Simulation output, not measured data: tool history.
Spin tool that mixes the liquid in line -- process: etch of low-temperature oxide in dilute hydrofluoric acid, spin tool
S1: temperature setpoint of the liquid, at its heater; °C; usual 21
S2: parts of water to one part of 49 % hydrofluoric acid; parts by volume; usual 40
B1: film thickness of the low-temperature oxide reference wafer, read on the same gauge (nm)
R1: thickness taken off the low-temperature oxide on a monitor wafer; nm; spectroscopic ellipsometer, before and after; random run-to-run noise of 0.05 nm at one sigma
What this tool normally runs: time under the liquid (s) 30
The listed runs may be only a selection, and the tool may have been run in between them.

Run 1, hour 0: usual settings but S1 20 °C, S2 35 parts by volume; B1 39.94. Result: R1 18.23 nm.
Run 2, hour 33.1: usual settings but S1 20 °C, S2 35 parts by volume; B1 40. Result: R1 18.25 nm.
Run 3, hour 104.6: usual settings but S2 50 parts by volume; B1 40.04. Result: R1 13.05 nm.
At hour 111.3: gauge calibrated.
Run 4, hour 159.6: usual settings but S2 50 parts by volume; B1 40.02. Result: R1 13.1 nm.
Run 5, hour 227.8: usual settings but S2 50 parts by volume; B1 40. Result: R1 13.11 nm.
Run 6, hour 266.4: usual settings; B1 40.03. Result: R1 16.53 nm.
Run 7, hour 301.3: usual settings; B1 40. Result: R1 16.61 nm.
Run 8, hour 329.2: usual settings but S2 30 parts by volume, time under the liquid (s) 20; B1 40. Result: R1 15.02 nm.
Run 9, hour 366.9: usual settings; B1 39.98. Result: R1 16.54 nm.
Run 10, hour 401: usual settings; B1 40. Result: R1 16.7 nm.
Run 11, hour 459.7: usual settings but time under the liquid (s) 40; B1 40. Result: R1 22.2 nm.
Run 12, hour 515.7: usual settings but S2 50 parts by volume, time under the liquid (s) 50; B1 40. Result: R1 21.87 nm.
At hour 540.1: hydrofluoric acid flow meter replaced.
At hour 566.6: thermometer replaced.
Run 13, hour 576.9: usual settings but S1 17 °C; B1 40.03. Result: R1 13.58 nm.
Run 14, hour 622.6: usual settings but S2 25 parts by volume; B1 39.96. Result: R1 26.18 nm.
Run 15, hour 664.7: usual settings but S2 55 parts by volume; B1 40.01. Result: R1 11.47 nm.
Run 16, hour 716.4: usual settings; B1 39.96. Result: R1 16.14 nm.
Run 17, hour 764.5: usual settings; B1 39.96. Result: R1 16.23 nm.
Run 18, hour 822: usual settings but S2 50 parts by volume, time under the liquid (s) 40; B1 40.01. Result: R1 17.1 nm.
Run 19, hour 867.9: usual settings but S1 22.5 °C, time under the liquid (s) 45; B1 39.99. Result: R1 25.89 nm.
Run 20, hour 903.1: usual settings but S1 19 °C; B1 39.98. Result: R1 14.87 nm.
Run 21, hour 952.5: usual settings but S1 18 °C; B1 40. Result: R1 14.32 nm.
Run 22, hour 991.5: usual settings but S1 20 °C, S2 35 parts by volume; B1 40.03. Result: R1 17.83 nm.
Run 23, hour 1059.1: usual settings but S1 24 °C, S2 55 parts by volume; B1 40.01. Result: R1 13.15 nm.
Run 24, hour 1085.3: usual settings but S2 30 parts by volume, time under the liquid (s) 40; B1 40. Result: R1 29.28 nm.
Run 25, hour 1117.7: usual settings; B1 39.98. Result: R1 16.33 nm.
Run 26, hour 1145.5: usual settings but S1 23 °C, S2 25 parts by volume, time under the liquid (s) 20; B1 40.06. Result: R1 19.34 nm.
Run 27, hour 1177.9: usual settings but S2 30 parts by volume, time under the liquid (s) 40; B1 39.94. Result: R1 29.34 nm.
Run 28, hour 1241.8: usual settings; B1 39.99. Result: R1 16.43 nm.
Run 29, hour 1278.1: usual settings but S1 25.5 °C, S2 25 parts by volume, time under the liquid (s) 25; B1 39.99. Result: R1 26.78 nm.
Run 30, hour 1311.9: usual settings but time under the liquid (s) 15; B1 40.02. Result: R1 8.14 nm.
Run 31, hour 1336.1: usual settings but S1 19.5 °C, S2 60 parts by volume; B1 40.01. Result: R1 10 nm.
Run 32, hour 1363.5: usual settings but S2 35 parts by volume; B1 39.96. Result: R1 18.67 nm.

What if the next run were any one of these 4? Each begins from the tool's condition after run 32:
Run A, hour 1363.9: usual settings but S2 60 parts by volume; B1 ?. Result: R1 ?.
Run B, hour 1363.9: usual settings but S1 24 °C; B1 ?. Result: R1 ?.
Run C, hour 1363.9: usual settings but S1 17 °C, S2 35 parts by volume; B1 ?. Result: R1 ?.
Run D, hour 1363.9: usual settings but S1 24.5 °C; B1 ?. Result: R1 ?.

run     B1     R1
  A  40.02  10.66
  B  40.02  18.58
  C  40.02  15.86
  D  40.02  18.97
Had the tool no hidden state, the same runs would have come out as:
run     R1
  A  10.51
  B  18.33
  C  15.63
  D  18.71
